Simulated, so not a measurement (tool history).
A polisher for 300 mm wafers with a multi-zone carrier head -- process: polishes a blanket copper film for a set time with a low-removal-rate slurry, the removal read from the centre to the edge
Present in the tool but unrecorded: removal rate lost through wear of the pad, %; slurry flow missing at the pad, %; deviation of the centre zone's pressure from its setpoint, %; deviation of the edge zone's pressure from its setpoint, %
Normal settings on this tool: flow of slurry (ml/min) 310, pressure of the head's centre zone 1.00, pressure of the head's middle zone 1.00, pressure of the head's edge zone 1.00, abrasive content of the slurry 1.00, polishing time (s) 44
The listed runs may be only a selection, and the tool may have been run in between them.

run	hour	flow of slurry (ml/min)	pressure of the head's centre zone	pressure of the head's middle zone	pressure of the head's edge zone	abrasive content of the slurry	polishing time (s)	wafers since the last listed run	wafers polished on this pad	hours since the slurry nozzle was cleaned	hours since the centre zone pressure was calibrated	hours since the edge zone pressure was calibrated	hours since the carrier head's membrane was replaced	incoming thickness of the incoming film, nm	film removed at the wafer's centre (Å)	film removed at mid-radius (Å)	film removed at the wafer's edge (Å)
1	0.0	310	1.00	1.00	1.06	1.00	44	0	1721	27.5	41.6	115.2	54.2	899.2	1457	1385	1497
# hour 7.0: worn pad replaced by a new one
2	10.4	310	1.11	1.00	1.00	1.00	55	101	54	37.9	52.0	125.6	64.6	887.4	2167	1911	2002
3	28.4	220	1.00	1.00	1.00	1.00	44	285	339	55.9	70.0	143.6	82.6	908.3	1460	1394	1477
4	52.0	310	1.00	1.00	1.08	0.90	44	374	713	79.5	93.6	167.2	106.2	906.4	1463	1451	1502
5	60.0	310	1.00	1.00	1.08	0.90	44	126	840	87.5	101.6	175.2	114.2	893.4	1439	1416	1501
6	72.1	350	0.94	1.00	1.00	1.25	59	191	1032	99.6	113.7	187.3	126.3	919.2	1986	2045	2066
7	86.7	310	0.95	1.00	1.00	1.00	54	231	1263	114.2	128.3	201.9	140.9	889.0	1722	1779	1802
8	100.4	350	1.00	1.00	1.00	1.00	44	217	1480	127.9	142.0	215.6	154.6	909.7	1473	1476	1495
9	116.2	310	1.00	1.00	1.00	1.00	44	250	1731	143.7	157.8	231.4	170.4	897.8	1458	1415	1479
10	123.8	310	1.00	1.00	1.00	1.00	44	120	1851	151.3	165.4	239.0	178.0	904.6	1455	1399	1468
11	138.0	310	1.00	1.00	0.96	1.00	44	225	2076	165.5	179.6	253.2	192.2	906.3	1466	1402	1441
12	147.2	310	1.00	1.00	1.03	1.00	44	145	2222	174.7	188.8	262.4	201.4	909.4	1446	1382	1453
# hour 151.2: worn pad replaced by a new one
13	156.6	310	1.00	1.00	1.09	1.00	44	85	85	184.1	198.2	271.8	210.8	897.0	1576	1541	1635
14	166.5	310	1.00	1.00	1.00	0.70	44	156	241	194.0	208.1	281.7	220.7	908.5	1492	1377	1418
15	177.7	310	0.96	1.00	1.00	1.00	39	177	419	205.2	219.3	292.9	231.9	894.0	1293	1329	1333
16	193.5	310	1.00	1.00	1.00	1.00	41	250	669	221.0	235.1	308.7	247.7	884.4	1406	1376	1407
17	240.8	310	1.00	1.00	1.00	1.00	44	749	1419	268.3	282.4	356.0	295.0	899.5	1500	1439	1504
18	249.0	310	1.00	1.00	1.07	1.00	44	129	1549	276.5	290.6	364.2	303.2	902.5	1458	1433	1502
19	264.0	310	1.00	1.00	1.00	0.70	44	237	1787	291.5	305.6	379.2	318.2	891.5	1380	1321	1360
# hour 275.7: worn pad replaced by a new one
20	276.2	370	0.96	0.89	1.00	1.00	50	129	8	303.7	317.8	391.4	330.4	890.3	1755	1627	1836
21	309.5	255	0.89	1.00	1.05	1.00	48	527	536	337.0	351.1	424.7	363.7	911.8	1446	1581	1682
22	325.6	310	1.00	1.00	1.00	1.00	44	255	791	353.1	367.2	440.8	379.8	902.2	1535	1430	1476

Below are 4 alternative next runs, each starting from the tool's condition after run 22. Predict each:
A	326.0	310	1.10	1.00	1.00	1.00	44	6	797	353.5	367.6	441.2	380.2	896.7	?	?	?
B	326.0	310	1.00	1.06	1.05	0.75	56	6	797	353.5	367.6	441.2	380.2	896.7	?	?	?
C	326.0	375	1.00	0.97	1.00	1.00	44	6	797	353.5	367.6	441.2	380.2	896.7	?	?	?
D	326.0	310	1.05	1.00	1.00	1.00	48	6	797	353.5	367.6	441.2	380.2	896.7	?	?	?

run	film removed at the wafer's centre (Å)	film removed at mid-radius (Å)	film removed at the wafer's edge (Å)
A	1665	1473	1492
B	1837	1852	1854
C	1543	1475	1513
D	1734	1608	1628
Without the tool's unlogged condition, the same runs would have read:
run	film removed at the wafer's centre (Å)	film removed at mid-radius (Å)	film removed at the wafer's edge (Å)
A	1769	1577	1597
B	1951	1982	1984
C	1638	1578	1619
D	1841	1721	1742
